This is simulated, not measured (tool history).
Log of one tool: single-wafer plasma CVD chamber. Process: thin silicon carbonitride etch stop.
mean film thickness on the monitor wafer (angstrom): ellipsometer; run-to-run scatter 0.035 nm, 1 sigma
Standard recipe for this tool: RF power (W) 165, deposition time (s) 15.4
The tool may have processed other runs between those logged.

run,hour,RF power (W),deposition time (s),"read-back reference wafer on the same gauge, thickness_nm",mean film thickness on the monitor wafer (angstrom)
1,0.0,165,15.4,9.729,82.46
2,50.4,165,15.4,9.718,82.07
3,95.8,165,15.4,9.718,81.87
4,154.7,165,15.4,9.719,82.33
5,211.4,165,15.4,9.712,82.76
6,303.7,155,15.4,9.722,80.76
7,396.1,155,15.4,9.720,80.93
8,454.5,155,15.4,9.724,80.68
9,547.8,185,15.4,9.723,84.00
# hour 575.3: RF generator calibrated
# hour 628.0: gauge calibrated
10,649.0,185,15.4,9.713,84.92
11,685.1,185,15.4,9.727,84.66
12,724.1,165,16.4,9.727,87.51
13,795.5,185,15.4,9.710,84.64
14,861.6,175,15.4,9.722,83.42
15,902.5,140,17.1,9.710,87.45
# hour 918.8: thermocouple changed; heater temperature recalibrated
16,1003.9,190,16.5,9.715,92.13
17,1055.2,145,13.3,9.712,68.61
# hour 1074.8: showerhead replaced
18,1109.0,175,13.7,9.714,74.39
19,1214.7,155,17.6,9.715,92.02
20,1277.0,165,15.4,9.724,82.75
21,1379.6,165,15.4,9.725,81.37
# hour 1434.3: RF generator calibrated
22,1443.2,180,12.7,9.727,69.38

The tool's hidden state at each run:
wafer temperature above the value expected at the setpoint (K): 0 across all the runs
delivered RF power above the setpoint (%): 0 across all the runs
gauge reads high (%): 0 across all the runs

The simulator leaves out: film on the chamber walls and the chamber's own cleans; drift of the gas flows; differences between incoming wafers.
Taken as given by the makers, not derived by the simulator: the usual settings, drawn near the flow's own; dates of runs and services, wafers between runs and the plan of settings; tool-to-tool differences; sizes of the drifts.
